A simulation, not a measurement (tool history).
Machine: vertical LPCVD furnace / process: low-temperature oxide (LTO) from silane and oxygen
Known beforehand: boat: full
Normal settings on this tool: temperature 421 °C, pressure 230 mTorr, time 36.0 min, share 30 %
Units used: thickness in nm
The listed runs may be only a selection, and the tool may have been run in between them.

run    hour  temperature  pressure  time  share  read-back reference wafer on the same gauge, thickness  thickness
  1     0.0          421       230  36.0     34                                                  370.99     349.03
  2    56.4          421       230  36.0     34                                                  370.87     349.33
  3   121.2          421       230  36.0     34                                                  371.00     348.46
  4   175.0          421       230  36.0     30                                                  371.20     294.18
  5   292.4          421       230  36.0     30                                                  370.96     294.42
  6   352.2          421       230  36.0     30                                                  370.95     293.17
  7   384.0          421       230  36.0     27                                                  371.07     254.19
  8   417.3          421       230  36.0     27                                                  371.22     251.37
      475.8  -- gauge calibrated
      491.8  -- silane flow controller replaced
  9   492.3          421       230  36.0     27                                                  370.97     253.57
 10   526.6          421       230  36.0     30                                                  370.96     293.74
      578.7  -- pressure gauge zeroed
 11   579.2          421       230  36.0     30                                                  370.74     306.44
 12   615.7          421       230  36.0     30                                                  371.16     307.31
 13   683.1          421       230  36.0     30                                                  371.16     306.24
 14   719.3          415       230  26.0     34                                                  370.90     243.72
 15   766.6          415       230  36.0     30                                                  370.97     284.28
 16   807.3          421       230  36.0     30                                                  370.77     304.25
      882.1  -- thermocouples replaced and temperature profile calibrated
 17   921.6          421       230  36.0     36                                                  371.01     382.35
 18   983.3          421       230  36.0     30                                                  371.24     301.11
 19  1052.9          421       195  36.0     30                                                  370.72     254.08
 20  1101.8          415       210  36.0     32                                                  371.12     280.43
 21  1172.0          421       230  32.5     33                                                  371.28     308.42
 22  1213.8          421       230  36.0     30                                                  370.95     300.03

Predict the results of run 23:
 23  1277.8          421       230  27.5     32                                                       ?          ?

{"run 23": {"read-back reference wafer on the same gauge, thickness": 371.2, "thickness": 248.64}}
Were there no unlogged condition in the tool, this run, its random variation unchanged, would have produced thickness 258.04 nm.

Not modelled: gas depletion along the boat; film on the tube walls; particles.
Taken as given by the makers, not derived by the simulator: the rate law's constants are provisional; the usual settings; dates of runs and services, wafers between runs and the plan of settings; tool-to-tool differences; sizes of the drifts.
